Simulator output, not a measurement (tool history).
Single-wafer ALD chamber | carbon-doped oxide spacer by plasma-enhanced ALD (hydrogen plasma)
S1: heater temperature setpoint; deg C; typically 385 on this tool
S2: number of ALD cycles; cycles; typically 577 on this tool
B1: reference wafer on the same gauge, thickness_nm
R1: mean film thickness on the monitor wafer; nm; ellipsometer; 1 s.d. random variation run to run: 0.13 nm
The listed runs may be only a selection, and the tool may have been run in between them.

run 1 hour=0 | S1=385 S2=577 | B1=28.003 | R1=24.083
run 2 hour=34.4 | S1=385 S2=577 | B1=28.007 | R1=23.991
run 3 hour=47.7 | S1=393 S2=577 | B1=28.035 | R1=24.184
run 4 hour=62.7 | S1=393 S2=577 | B1=28.03 | R1=24.378
run 5 hour=91 | S1=393 S2=577 | B1=28.081 | R1=24.271
run 6 hour=125.5 | S1=385 S2=577 | B1=28.084 | R1=24.088
run 7 hour=153.3 | S1=385 S2=577 | B1=28.133 | R1=24.342
run 8 hour=166.9 | S1=385 S2=577 | B1=28.114 | R1=24.061
run 9 hour=180.3 | S1=385 S2=577 | B1=28.156 | R1=24.302
run 10 hour=211.1 | S1=385 S2=577 | B1=28.174 | R1=24.073
run 11 hour=316.4 | S1=385 S2=577 | B1=28.329 | R1=24.452
run 12 hour=346.4 | S1=385 S2=577 | B1=28.35 | R1=24.26
run 13 hour=440.3 | S1=385 S2=577 | B1=28.491 | R1=24.652
run 14 hour=452.8 | S1=385 S2=577 | B1=28.463 | R1=24.526
run 15 hour=512.6 | S1=385 S2=577 | B1=28.586 | R1=24.654
run 16 hour=536.9 | S1=385 S2=577 | B1=28.622 | R1=24.754
run 17 hour=561.8 | S1=397 S2=577 | B1=28.679 | R1=24.607
run 18 hour=586.5 | S1=397 S2=577 | B1=28.688 | R1=24.962
run 19 hour=619 | S1=385 S2=577 | B1=28.778 | R1=24.868
run 20 hour=642.3 | S1=391 S2=607 | B1=28.824 | R1=26.327
-- hour=646.2 gauge calibrated
run 21 hour=664.1 | S1=391 S2=607 | B1=27.712 | R1=24.992
run 22 hour=683.3 | S1=385 S2=577 | B1=27.661 | R1=23.771
run 23 hour=703.4 | S1=385 S2=577 | B1=27.703 | R1=23.964
run 24 hour=735.4 | S1=374 S2=512 | B1=27.69 | R1=21.069
run 25 hour=768.5 | S1=393 S2=623 | B1=27.708 | R1=25.986
run 26 hour=800.9 | S1=385 S2=577 | B1=27.71 | R1=23.918
run 27 hour=829.1 | S1=385 S2=577 | B1=27.74 | R1=24.05
run 28 hour=842.7 | S1=377 S2=517 | B1=27.75 | R1=21.412
run 29 hour=860.8 | S1=385 S2=577 | B1=27.736 | R1=23.95
run 30 hour=880.5 | S1=392 S2=577 | B1=27.719 | R1=23.949
run 31 hour=896.8 | S1=397 S2=504 | B1=27.735 | R1=20.91
run 32 hour=911.4 | S1=392 S2=577 | B1=27.755 | R1=24.007
-- hour=931.5 thermocouple changed; heater temperature recalibrated
run 33 hour=943.4 | S1=385 S2=577 | B1=27.771 | R1=24.062
run 34 hour=955.6 | S1=385 S2=577 | B1=27.772 | R1=23.872
run 35 hour=972 | S1=385 S2=577 | B1=27.801 | R1=24.019
run 36 hour=1060.1 | S1=395 S2=642 | B1=27.86 | R1=26.673
run 37 hour=1118.4 | S1=396 S2=545 | B1=27.917 | R1=22.686
run 38 hour=1132.5 | S1=381 S2=606 | B1=27.91 | R1=25.358
run 39 hour=1154.6 | S1=394 S2=467 | B1=27.934 | R1=19.412
run 40 hour=1260.4 | S1=381 S2=672 | B1=28.05 | R1=28.361
run 41 hour=1287 | S1=373 S2=541 | B1=28.038 | R1=22.874
run 42 hour=1319.8 | S1=379 S2=674 | B1=28.097 | R1=28.51
run 43 hour=1335.2 | S1=385 S2=491 | B1=28.127 | R1=20.564
run 44 hour=1354.2 | S1=393 S2=520 | B1=28.148 | R1=21.914
run 45 hour=1385.2 | S1=400 S2=514 | B1=28.207 | R1=21.705
run 46 hour=1486.8 | S1=371 S2=577 | B1=28.32 | R1=24.216

For each run, the measured value with the value that run would have given without the tool's hidden condition subtracted. The run-to-run variation is shared by both, the gauge scatter possibly not:
The hidden state here: wafer temperature above the value expected at the setpoint (K); gauge reads high (%).
run=1 R1=+0.081
run=2 R1=+0.102
run=3 R1=+0.111
run=4 R1=+0.122
run=5 R1=+0.142
run=6 R1=+0.167
run=7 R1=+0.192
run=8 R1=+0.201
run=9 R1=+0.215
run=10 R1=+0.24
run=11 R1=+0.351
run=12 R1=+0.381
run=13 R1=+0.502
run=14 R1=+0.515
run=15 R1=+0.599
run=16 R1=+0.636
run=17 R1=+0.667
run=18 R1=+0.714
run=19 R1=+0.761
run=20 R1=+0.845
run=21 R1=-0.204
run=22 R1=-0.193
run=23 R1=-0.193
run=24 R1=-0.166
run=25 R1=-0.199
run=26 R1=-0.175
run=27 R1=-0.168
run=28 R1=-0.146
run=29 R1=-0.157
run=30 R1=-0.15
run=31 R1=-0.125
run=32 R1=-0.137
run=33 R1=-0.123
run=34 R1=-0.116
run=35 R1=-0.108
run=36 R1=-0.061
run=37 R1=-0.012
run=38 R1=-0.002
run=39 R1=+0.014
run=40 R1=+0.133
run=41 R1=+0.133
run=42 R1=+0.206
run=43 R1=+0.164
run=44 R1=+0.193
run=45 R1=+0.224
run=46 R1=+0.378
